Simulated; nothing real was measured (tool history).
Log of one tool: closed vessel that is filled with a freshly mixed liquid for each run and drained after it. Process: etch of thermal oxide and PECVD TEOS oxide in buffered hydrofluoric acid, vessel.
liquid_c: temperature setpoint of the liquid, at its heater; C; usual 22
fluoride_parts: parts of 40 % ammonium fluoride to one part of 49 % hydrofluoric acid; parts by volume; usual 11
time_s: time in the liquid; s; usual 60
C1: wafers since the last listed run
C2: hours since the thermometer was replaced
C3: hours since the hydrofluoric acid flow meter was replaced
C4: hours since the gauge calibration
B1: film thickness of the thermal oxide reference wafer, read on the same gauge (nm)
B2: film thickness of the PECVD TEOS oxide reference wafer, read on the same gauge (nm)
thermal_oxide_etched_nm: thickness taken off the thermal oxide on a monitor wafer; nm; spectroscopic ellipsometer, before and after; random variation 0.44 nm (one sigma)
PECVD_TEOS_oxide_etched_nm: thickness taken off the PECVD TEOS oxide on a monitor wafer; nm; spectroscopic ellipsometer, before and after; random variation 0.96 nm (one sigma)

{"run": 1, "day": 0.0, "liquid_c": 22, "fluoride_parts": 11, "time_s": 60, "C1": 0, "C2": 2037.4, "C3": 485.9, "C4": 870.9, "B1": 69.96, "B2": 120.01, "thermal_oxide_etched_nm": 59.13, "PECVD_TEOS_oxide_etched_nm": 127.57}
{"run": 2, "day": 3.062, "liquid_c": 22, "fluoride_parts": 11, "time_s": 60, "C1": 9709, "C2": 2110.9, "C3": 559.4, "C4": 944.4, "B1": 70.01, "B2": 119.99, "thermal_oxide_etched_nm": 59.53, "PECVD_TEOS_oxide_etched_nm": 128.65}
{"run": 3, "day": 3.608, "liquid_c": 22, "fluoride_parts": 11, "time_s": 60, "C1": 1730, "C2": 2124, "C3": 572.5, "C4": 957.5, "B1": 70.01, "B2": 119.98, "thermal_oxide_etched_nm": 59.33, "PECVD_TEOS_oxide_etched_nm": 126.97}
{"day": 3.738, "done": "gauge calibrated"}
{"day": 4.075, "done": "thermometer replaced"}
{"run": 4, "day": 4.117, "liquid_c": 22, "fluoride_parts": 11, "time_s": 60, "C1": 1479, "C2": 1, "C3": 584.7, "C4": 9.1, "B1": 69.99, "B2": 120.02, "thermal_oxide_etched_nm": 51.94, "PECVD_TEOS_oxide_etched_nm": 111.82}
{"run": 5, "day": 5.2, "liquid_c": 22, "fluoride_parts": 15, "time_s": 60, "C1": 3434, "C2": 27, "C3": 610.7, "C4": 35.1, "B1": 70, "B2": 120.02, "thermal_oxide_etched_nm": 39.05, "PECVD_TEOS_oxide_etched_nm": 82.6}
{"run": 6, "day": 5.712, "liquid_c": 22, "fluoride_parts": 11, "time_s": 60, "C1": 1624, "C2": 39.3, "C3": 623, "C4": 47.4, "B1": 69.97, "B2": 120.02, "thermal_oxide_etched_nm": 52.93, "PECVD_TEOS_oxide_etched_nm": 113.06}
{"run": 7, "day": 6.458, "liquid_c": 22, "fluoride_parts": 11, "time_s": 60, "C1": 2364, "C2": 57.2, "C3": 640.9, "C4": 65.3, "B1": 70.02, "B2": 120, "thermal_oxide_etched_nm": 52.3, "PECVD_TEOS_oxide_etched_nm": 112.89}
{"run": 8, "day": 7.854, "liquid_c": 26.5, "fluoride_parts": 11, "time_s": 60, "C1": 4425, "C2": 90.7, "C3": 674.4, "C4": 98.8, "B1": 70, "B2": 120, "thermal_oxide_etched_nm": 66.38, "PECVD_TEOS_oxide_etched_nm": 143.82}
{"run": 9, "day": 9.275, "liquid_c": 22, "fluoride_parts": 11, "time_s": 30, "C1": 4504, "C2": 124.8, "C3": 708.5, "C4": 132.9, "B1": 70.01, "B2": 119.97, "thermal_oxide_etched_nm": 26.21, "PECVD_TEOS_oxide_etched_nm": 56.38}
{"run": 10, "day": 10.554, "liquid_c": 18.5, "fluoride_parts": 7, "time_s": 35, "C1": 4055, "C2": 155.5, "C3": 739.2, "C4": 163.6, "B1": 69.99, "B2": 119.98, "thermal_oxide_etched_nm": 39.17, "PECVD_TEOS_oxide_etched_nm": 84.55}
{"run": 11, "day": 11.7, "liquid_c": 22, "fluoride_parts": 11, "time_s": 60, "C1": 3632, "C2": 183, "C3": 766.7, "C4": 191.1, "B1": 70, "B2": 119.95, "thermal_oxide_etched_nm": 52.96, "PECVD_TEOS_oxide_etched_nm": 115.36}
{"day": 11.796, "done": "hydrofluoric acid flow meter replaced"}
{"run": 12, "day": 12.821, "liquid_c": 19.5, "fluoride_parts": 9, "time_s": 80, "C1": 3421, "C2": 209.9, "C3": 24.6, "C4": 218, "B1": 70, "B2": 120.01, "thermal_oxide_etched_nm": 72.14, "PECVD_TEOS_oxide_etched_nm": 156.67}
{"run": 13, "day": 14.242, "liquid_c": 20, "fluoride_parts": 12.5, "time_s": 85, "C1": 4504, "C2": 244, "C3": 58.7, "C4": 252.1, "B1": 70.03, "B2": 120.04, "thermal_oxide_etched_nm": 59.16, "PECVD_TEOS_oxide_etched_nm": 129.31}
{"run": 14, "day": 14.825, "liquid_c": 27, "fluoride_parts": 9.5, "time_s": 80, "C1": 1849, "C2": 258, "C3": 72.7, "C4": 266.1, "B1": 70.02, "B2": 119.99, "thermal_oxide_etched_nm": 105.69, "PECVD_TEOS_oxide_etched_nm": 224.54}
{"run": 15, "day": 15.35, "liquid_c": 22, "fluoride_parts": 11, "time_s": 60, "C1": 1664, "C2": 270.6, "C3": 85.3, "C4": 278.7, "B1": 70, "B2": 120.02, "thermal_oxide_etched_nm": 52.38, "PECVD_TEOS_oxide_etched_nm": 113.75}
{"run": 16, "day": 16.317, "liquid_c": 25.5, "fluoride_parts": 14, "time_s": 70, "C1": 3064, "C2": 293.8, "C3": 108.5, "C4": 301.9, "B1": 70, "B2": 119.99, "thermal_oxide_etched_nm": 59.3, "PECVD_TEOS_oxide_etched_nm": 127.59}
{"run": 17, "day": 16.929, "liquid_c": 22, "fluoride_parts": 11, "time_s": 60, "C1": 1941, "C2": 308.5, "C3": 123.2, "C4": 316.6, "B1": 70.01, "B2": 120, "thermal_oxide_etched_nm": 53.12, "PECVD_TEOS_oxide_etched_nm": 114.93}
{"run": 18, "day": 18.304, "liquid_c": 18.5, "fluoride_parts": 12.5, "time_s": 80, "C1": 4359, "C2": 341.5, "C3": 156.2, "C4": 349.6, "B1": 70, "B2": 120, "thermal_oxide_etched_nm": 51.17, "PECVD_TEOS_oxide_etched_nm": 111.26}
{"run": 19, "day": 21.121, "liquid_c": 22, "fluoride_parts": 11, "time_s": 60, "C1": 8930, "C2": 409.1, "C3": 223.8, "C4": 417.2, "B1": 70, "B2": 120, "thermal_oxide_etched_nm": 53.33, "PECVD_TEOS_oxide_etched_nm": 114.58}
{"run": 20, "day": 22.529, "liquid_c": 22, "fluoride_parts": 11, "time_s": 60, "C1": 4465, "C2": 442.9, "C3": 257.6, "C4": 451, "B1": 70, "B2": 119.95, "thermal_oxide_etched_nm": 52.84, "PECVD_TEOS_oxide_etched_nm": 113.39}
{"run": 21, "day": 24.383, "liquid_c": 27, "fluoride_parts": 11, "time_s": 60, "C1": 5878, "C2": 487.4, "C3": 302.1, "C4": 495.5, "B1": 69.99, "B2": 120.01, "thermal_oxide_etched_nm": 70.41, "PECVD_TEOS_oxide_etched_nm": 151.19}
{"run": 22, "day": 25.708, "liquid_c": 22, "fluoride_parts": 15.5, "time_s": 90, "C1": 4200, "C2": 519.2, "C3": 333.9, "C4": 527.3, "B1": 69.99, "B2": 119.98, "thermal_oxide_etched_nm": 57.59, "PECVD_TEOS_oxide_etched_nm": 124.17}
{"run": 23, "day": 27.017, "liquid_c": 22, "fluoride_parts": 11, "time_s": 60, "C1": 4147, "C2": 550.6, "C3": 365.3, "C4": 558.7, "B1": 69.99, "B2": 119.99, "thermal_oxide_etched_nm": 53.68, "PECVD_TEOS_oxide_etched_nm": 117.04}
{"run": 24, "day": 27.579, "liquid_c": 20, "fluoride_parts": 11, "time_s": 30, "C1": 1783, "C2": 564.1, "C3": 378.8, "C4": 572.2, "B1": 70.01, "B2": 119.99, "thermal_oxide_etched_nm": 24.15, "PECVD_TEOS_oxide_etched_nm": 52.49}
{"run": 25, "day": 28.696, "liquid_c": 22, "fluoride_parts": 11, "time_s": 60, "C1": 3540, "C2": 590.9, "C3": 405.6, "C4": 599, "B1": 69.98, "B2": 119.98, "thermal_oxide_etched_nm": 54.13, "PECVD_TEOS_oxide_etched_nm": 115.94}
{"run": 26, "day": 29.767, "liquid_c": 25, "fluoride_parts": 15, "time_s": 60, "C1": 3395, "C2": 616.6, "C3": 431.3, "C4": 624.7, "B1": 70.03, "B2": 120.01, "thermal_oxide_etched_nm": 47.08, "PECVD_TEOS_oxide_etched_nm": 100.43}
{"run": 27, "day": 30.442, "liquid_c": 22, "fluoride_parts": 7.5, "time_s": 60, "C1": 2140, "C2": 632.8, "C3": 447.5, "C4": 640.9, "B1": 70.02, "B2": 119.99, "thermal_oxide_etched_nm": 78.99, "PECVD_TEOS_oxide_etched_nm": 165.83}

What the log doesn't show, run by run:
hydrofluoric acid flow above the setpoint (%): 0 in every run
gauge reads high (%): 0 in every run
H1: liquid hotter than its thermometer reads (K)
run=1 H1=2.32
run=2 H1=2.4
run=3 H1=2.41
run=4 H1=0.0068
run=5 H1=0.0337
run=6 H1=0.0464
run=7 H1=0.0649
run=8 H1=0.0996
run=9 H1=0.135
run=10 H1=0.167
run=11 H1=0.195
run=12 H1=0.223
run=13 H1=0.258
run=14 H1=0.273
run=15 H1=0.286
run=16 H1=0.31
run=17 H1=0.325
run=18 H1=0.359
run=19 H1=0.429
run=20 H1=0.464
run=21 H1=0.51
run=22 H1=0.543
run=23 H1=0.575
run=24 H1=0.589
run=25 H1=0.617
run=26 H1=0.644
run=27 H1=0.66

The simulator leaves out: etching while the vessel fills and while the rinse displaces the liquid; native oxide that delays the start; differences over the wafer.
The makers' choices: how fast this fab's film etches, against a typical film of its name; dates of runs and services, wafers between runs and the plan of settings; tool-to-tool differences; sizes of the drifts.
